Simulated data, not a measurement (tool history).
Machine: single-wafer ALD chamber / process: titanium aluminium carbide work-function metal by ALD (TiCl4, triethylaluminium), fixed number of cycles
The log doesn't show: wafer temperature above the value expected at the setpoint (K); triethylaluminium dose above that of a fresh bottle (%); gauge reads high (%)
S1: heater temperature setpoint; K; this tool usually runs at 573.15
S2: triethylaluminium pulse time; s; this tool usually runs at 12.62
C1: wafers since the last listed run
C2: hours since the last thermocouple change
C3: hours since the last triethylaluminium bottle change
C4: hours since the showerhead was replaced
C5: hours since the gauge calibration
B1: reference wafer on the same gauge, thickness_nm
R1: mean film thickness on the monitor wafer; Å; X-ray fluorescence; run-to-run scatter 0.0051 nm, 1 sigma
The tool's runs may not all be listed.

run,hour,S1,S2,C1,C2,C3,C4,C5,B1,R1
1,0.0,573.15,9.44,0,1197.1,740.1,2369.7,815.1,1.849,18.84
2,60.6,573.15,12.62,599,1257.7,800.7,2430.3,875.7,1.850,19.72
# hour 81.0: triethylaluminium bottle replaced
3,93.0,573.15,12.62,241,1290.1,12.0,2462.7,908.1,1.852,20.13
4,126.1,573.15,12.62,327,1323.2,45.1,2495.8,941.2,1.848,20.06
5,160.7,573.15,16.64,342,1357.8,79.7,2530.4,975.8,1.849,20.25
6,197.7,573.15,16.64,365,1394.8,116.7,2567.4,1012.8,1.849,20.19
7,240.2,568.15,12.62,420,1437.3,159.2,2609.9,1055.3,1.850,19.47
8,296.6,573.15,15.64,557,1493.7,215.6,2666.3,1111.7,1.850,20.19
9,335.7,573.15,15.64,386,1532.8,254.7,2705.4,1150.8,1.850,20.21
10,367.6,573.15,15.64,315,1564.7,286.6,2737.3,1182.7,1.851,20.16
11,428.4,573.15,11.48,601,1625.5,347.4,2798.1,1243.5,1.849,19.73
12,497.3,573.15,12.62,681,1694.4,416.3,2867.0,1312.4,1.850,19.86
13,534.3,587.15,12.62,365,1731.4,453.3,2904.0,1349.4,1.851,21.29
14,580.2,566.15,17.64,453,1777.3,499.2,2949.9,1395.3,1.848,19.44
15,613.9,579.15,8.17,333,1811.0,532.9,2983.6,1429.0,1.851,18.77
16,642.7,561.15,7.75,284,1839.8,561.7,3012.4,1457.8,1.849,16.91
17,688.3,559.15,12.62,451,1885.4,607.3,3058.0,1503.4,1.850,18.38
# hour 741.8: triethylaluminium bottle replaced
18,742.3,573.15,17.24,454,1939.4,0.5,3112.0,1557.4,1.850,20.14
19,871.6,573.15,12.62,1278,2068.7,129.8,3241.3,1686.7,1.851,19.76
20,929.6,573.15,12.62,573,2126.7,187.8,3299.3,1744.7,1.849,19.70
21,974.5,561.15,8.15,444,2171.6,232.7,3344.2,1789.6,1.851,17.38

Run 22, settings as shown, results not yet in. Your forecast:
# hour 986.0: showerhead replaced
# hour 1045.7: thermocouple changed; heater temperature recalibrated
22,1046.2,561.15,11.04,550,0.5,304.4,60.2,1861.3,?,?

{"run 22": {"B1": 1.847, "R1": 18.94}}
Take away the tool's hidden state, keep the run-to-run variation as it was, and the same run would have given R1 18.98 Å.
